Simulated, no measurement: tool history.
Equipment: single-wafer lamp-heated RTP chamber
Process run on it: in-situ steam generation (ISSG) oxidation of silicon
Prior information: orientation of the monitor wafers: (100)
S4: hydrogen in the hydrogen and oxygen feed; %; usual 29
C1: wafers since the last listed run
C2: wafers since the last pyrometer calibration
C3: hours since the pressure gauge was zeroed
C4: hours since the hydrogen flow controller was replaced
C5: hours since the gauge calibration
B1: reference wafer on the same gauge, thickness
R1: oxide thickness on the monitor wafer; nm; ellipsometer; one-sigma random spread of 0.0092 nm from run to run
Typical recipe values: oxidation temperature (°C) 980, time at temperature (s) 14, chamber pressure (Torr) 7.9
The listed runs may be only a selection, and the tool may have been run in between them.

run 1 hour=0.0 | oxidation_temperature_(°C)=980 time_at_temperature_(s)=16 chamber_pressure_(Torr)=7.9 S4=29 | C1=0 C2=3878 C3=4354.3 C4=6195.1 C5=12.0 | B1=4.320 | R1=5.191
run 2 hour=6.3 | oxidation_temperature_(°C)=980 time_at_temperature_(s)=16 chamber_pressure_(Torr)=7.9 S4=29 | C1=37 C2=3915 C3=4360.6 C4=6201.4 C5=18.3 | B1=4.320 | R1=5.200
run 3 hour=24.0 | oxidation_temperature_(°C)=980 time_at_temperature_(s)=16 chamber_pressure_(Torr)=7.9 S4=29 | C1=105 C2=4021 C3=4378.3 C4=6219.1 C5=36.0 | B1=4.317 | R1=5.196
run 4 hour=32.8 | oxidation_temperature_(°C)=980 time_at_temperature_(s)=14 chamber_pressure_(Torr)=7.9 S4=29 | C1=52 C2=4073 C3=4387.1 C4=6227.9 C5=44.8 | B1=4.321 | R1=4.908
run 5 hour=44.0 | oxidation_temperature_(°C)=980 time_at_temperature_(s)=14 chamber_pressure_(Torr)=7.9 S4=29 | C1=66 C2=4140 C3=4398.3 C4=6239.1 C5=56.0 | B1=4.318 | R1=4.918
run 6 hour=55.5 | oxidation_temperature_(°C)=980 time_at_temperature_(s)=14 chamber_pressure_(Torr)=7.9 S4=29 | C1=68 C2=4209 C3=4409.8 C4=6250.6 C5=67.5 | B1=4.319 | R1=4.924
run 7 hour=61.9 | oxidation_temperature_(°C)=980 time_at_temperature_(s)=14 chamber_pressure_(Torr)=7.9 S4=21 | C1=38 C2=4247 C3=4416.2 C4=6257.0 C5=73.9 | B1=4.320 | R1=4.517
run 8 hour=78.3 | oxidation_temperature_(°C)=980 time_at_temperature_(s)=14 chamber_pressure_(Torr)=7.9 S4=21 | C1=97 C2=4345 C3=4432.6 C4=6273.4 C5=90.3 | B1=4.321 | R1=4.515
run 9 hour=89.3 | oxidation_temperature_(°C)=980 time_at_temperature_(s)=15 chamber_pressure_(Torr)=7.9 S4=29 | C1=65 C2=4410 C3=4443.6 C4=6284.4 C5=101.3 | B1=4.318 | R1=5.055

Predict the results of run 10:
run 10 hour=101.1 | oxidation_temperature_(°C)=969 time_at_temperature_(s)=11 chamber_pressure_(Torr)=7.9 S4=29 | C1=70 C2=4480 C3=4455.4 C4=6296.2 C5=113.1 | B1=? | R1=?

B1: 4.320
R1: 4.323 nm
Had the tool carried no hidden state, the very same run would have given R1 4.202 nm.

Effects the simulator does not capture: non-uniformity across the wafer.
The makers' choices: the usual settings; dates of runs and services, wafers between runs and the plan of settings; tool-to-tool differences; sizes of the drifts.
